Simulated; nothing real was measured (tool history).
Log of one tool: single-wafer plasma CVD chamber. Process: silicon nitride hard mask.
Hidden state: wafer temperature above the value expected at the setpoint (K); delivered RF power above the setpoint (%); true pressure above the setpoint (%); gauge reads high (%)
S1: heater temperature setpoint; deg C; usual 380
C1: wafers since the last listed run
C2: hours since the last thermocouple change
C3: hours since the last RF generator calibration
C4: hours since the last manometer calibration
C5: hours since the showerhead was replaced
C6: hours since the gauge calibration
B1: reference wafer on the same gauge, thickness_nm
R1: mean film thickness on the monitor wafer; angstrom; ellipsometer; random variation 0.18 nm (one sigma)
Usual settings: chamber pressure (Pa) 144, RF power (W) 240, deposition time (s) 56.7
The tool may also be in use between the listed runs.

Run 1, hour 0.0: usual settings; C1 0; C2 555.7; C3 22.0; C4 2214.1; C5 4373.2; C6 118.7; B1 51.349. Result: R1 552.64 angstrom.
Run 2, hour 26.1: usual settings but RF power (W) 260; C1 257; C2 581.8; C3 48.1; C4 2240.2; C5 4399.3; C6 144.8; B1 51.337. Result: R1 593.85 angstrom.
Run 3, hour 91.8: usual settings but RF power (W) 260; C1 646; C2 647.5; C3 113.8; C4 2305.9; C5 4465.0; C6 210.5; B1 51.338. Result: R1 597.72 angstrom.
At hour 104.5: capacitance manometer re-zeroed and calibrated.
Run 4, hour 122.2: usual settings but chamber pressure (Pa) 116; C1 220; C2 677.9; C3 144.2; C4 17.7; C5 4495.4; C6 240.9; B1 51.297. Result: R1 470.39 angstrom.
Run 5, hour 152.5: usual settings but chamber pressure (Pa) 116; C1 298; C2 708.2; C3 174.5; C4 48.0; C5 4525.7; C6 271.2; B1 51.276. Result: R1 469.13 angstrom.
Run 6, hour 181.9: usual settings but chamber pressure (Pa) 116; C1 289; C2 737.6; C3 203.9; C4 77.4; C5 4555.1; C6 300.6; B1 51.308. Result: R1 468.78 angstrom.
Run 7, hour 226.5: usual settings but chamber pressure (Pa) 117, deposition time (s) 47.5; C1 439; C2 782.2; C3 248.5; C4 122.0; C5 4599.7; C6 345.2; B1 51.268. Result: R1 395.65 angstrom.
At hour 269.9: thermocouple changed; heater temperature recalibrated.
Run 8, hour 270.4: usual settings but deposition time (s) 63.4; C1 353; C2 0.5; C3 292.4; C4 165.9; C5 4643.6; C6 389.1; B1 51.302. Result: R1 595.88 angstrom.
Run 9, hour 295.2: usual settings but deposition time (s) 47.4; C1 244; C2 25.3; C3 317.2; C4 190.7; C5 4668.4; C6 413.9; B1 51.351. Result: R1 448.38 angstrom.
Run 10, hour 345.3: usual settings but S1 375 deg C, chamber pressure (Pa) 128, RF power (W) 210, deposition time (s) 48.4; C1 493; C2 75.4; C3 367.3; C4 240.8; C5 4718.5; C6 464.0; B1 51.335. Result: R1 372.38 angstrom.
Run 11, hour 375.0: usual settings; C1 292; C2 105.1; C3 397.0; C4 270.5; C5 4748.2; C6 493.7; B1 51.239. Result: R1 532.01 angstrom.
Run 12, hour 444.1: usual settings but chamber pressure (Pa) 177, deposition time (s) 46.6; C1 680; C2 174.2; C3 466.1; C4 339.6; C5 4817.3; C6 562.8; B1 51.295. Result: R1 483.41 angstrom.
Run 13, hour 508.0: usual settings but chamber pressure (Pa) 116; C1 629; C2 238.1; C3 530.0; C4 403.5; C5 4881.2; C6 626.7; B1 51.248. Result: R1 468.53 angstrom.
Run 14, hour 534.9: usual settings; C1 264; C2 265.0; C3 556.9; C4 430.4; C5 4908.1; C6 653.6; B1 51.289. Result: R1 536.59 angstrom.
Run 15, hour 599.8: usual settings but S1 374 deg C, chamber pressure (Pa) 156, RF power (W) 285, deposition time (s) 51.1; C1 639; C2 329.9; C3 621.8; C4 495.3; C5 4973.0; C6 718.5; B1 51.333. Result: R1 587.60 angstrom.
Run 16, hour 662.6: usual settings; C1 618; C2 392.7; C3 684.6; C4 558.1; C5 5035.8; C6 781.3; B1 51.294. Result: R1 535.75 angstrom.
At hour 691.6: showerhead replaced.
Run 17, hour 695.9: usual settings but S1 375 deg C, chamber pressure (Pa) 128, RF power (W) 210, deposition time (s) 48.4; C1 249; C2 426.0; C3 717.9; C4 591.4; C5 4.3; C6 814.6; B1 51.350. Result: R1 374.03 angstrom.
Run 18, hour 748.2: usual settings but chamber pressure (Pa) 116; C1 515; C2 478.3; C3 770.2; C4 643.7; C5 56.6; C6 866.9; B1 51.288. Result: R1 468.23 angstrom.
Run 19, hour 934.4: usual settings but S1 372 deg C, chamber pressure (Pa) 133, RF power (W) 200; C1 1833; C2 664.5; C3 956.4; C4 829.9; C5 242.8; C6 1053.1; B1 51.336. Result: R1 425.95 angstrom.
Run 20, hour 985.4: usual settings but chamber pressure (Pa) 116; C1 502; C2 715.5; C3 1007.4; C4 880.9; C5 293.8; C6 1104.1; B1 51.311. Result: R1 473.39 angstrom.
Run 21, hour 1047.8: usual settings; C1 614; C2 777.9; C3 1069.8; C4 943.3; C5 356.2; C6 1166.5; B1 51.262. Result: R1 540.67 angstrom.
Run 22, hour 1107.5: usual settings but chamber pressure (Pa) 117, deposition time (s) 64.7; C1 587; C2 837.6; C3 1129.5; C4 1003.0; C5 415.9; C6 1226.2; B1 51.273. Result: R1 542.66 angstrom.
At hour 1119.8: thermocouple changed; heater temperature recalibrated.
Run 23, hour 1151.4: usual settings but S1 390 deg C, RF power (W) 215, deposition time (s) 67.5; C1 353; C2 31.6; C3 1173.4; C4 1046.9; C5 459.8; C6 1270.1; B1 51.315. Result: R1 571.82 angstrom.
Run 24, hour 1199.3: usual settings but S1 370 deg C, chamber pressure (Pa) 131, RF power (W) 265, deposition time (s) 50.7; C1 471; C2 79.5; C3 1221.3; C4 1094.8; C5 507.7; C6 1318.0; B1 51.252. Result: R1 503.64 angstrom.
Run 25, hour 1249.0: usual settings but deposition time (s) 53.6; C1 489; C2 129.2; C3 1271.0; C4 1144.5; C5 557.4; C6 1367.7; B1 51.275. Result: R1 509.75 angstrom.
Run 26, hour 1317.2: usual settings but S1 394 deg C, deposition time (s) 50.2; C1 671; C2 197.4; C3 1339.2; C4 1212.7; C5 625.6; C6 1435.9; B1 51.351. Result: R1 474.82 angstrom.
Run 27, hour 1378.8: usual settings; C1 606; C2 259.0; C3 1400.8; C4 1274.3; C5 687.2; C6 1497.5; B1 51.314. Result: R1 541.49 angstrom.
Run 28, hour 1425.5: usual settings but S1 392 deg C; C1 459; C2 305.7; C3 1447.5; C4 1321.0; C5 733.9; C6 1544.2; B1 51.213. Result: R1 537.07 angstrom.
Run 29, hour 1457.8: usual settings but chamber pressure (Pa) 116; C1 318; C2 338.0; C3 1479.8; C4 1353.3; C5 766.2; C6 1576.5; B1 51.411. Result: R1 475.04 angstrom.

Forecast each of these 4 alternatives for the next run:
Run A, hour 1458.2: usual settings; C1 3; C2 338.4; C3 1480.2; C4 1353.7; C5 766.6; C6 1576.9; B1 ?. Result: R1 ?.
Run B, hour 1458.2: usual settings but S1 366 deg C; C1 3; C2 338.4; C3 1480.2; C4 1353.7; C5 766.6; C6 1576.9; B1 ?. Result: R1 ?.
Run C, hour 1458.2: usual settings but deposition time (s) 64.3; C1 3; C2 338.4; C3 1480.2; C4 1353.7; C5 766.6; C6 1576.9; B1 ?. Result: R1 ?.
Run D, hour 1458.2: usual settings but S1 392 deg C, chamber pressure (Pa) 124, deposition time (s) 64.8; C1 3; C2 338.4; C3 1480.2; C4 1353.7; C5 766.6; C6 1576.9; B1 ?. Result: R1 ?.

run      B1      R1
  A  51.278  538.94
  B  51.278  541.60
  C  51.278  611.05
  D  51.278  564.05
Without the tool's hidden state the same runs would have given:
run      R1
  A  531.34
  B  533.96
  C  602.43
  D  555.10
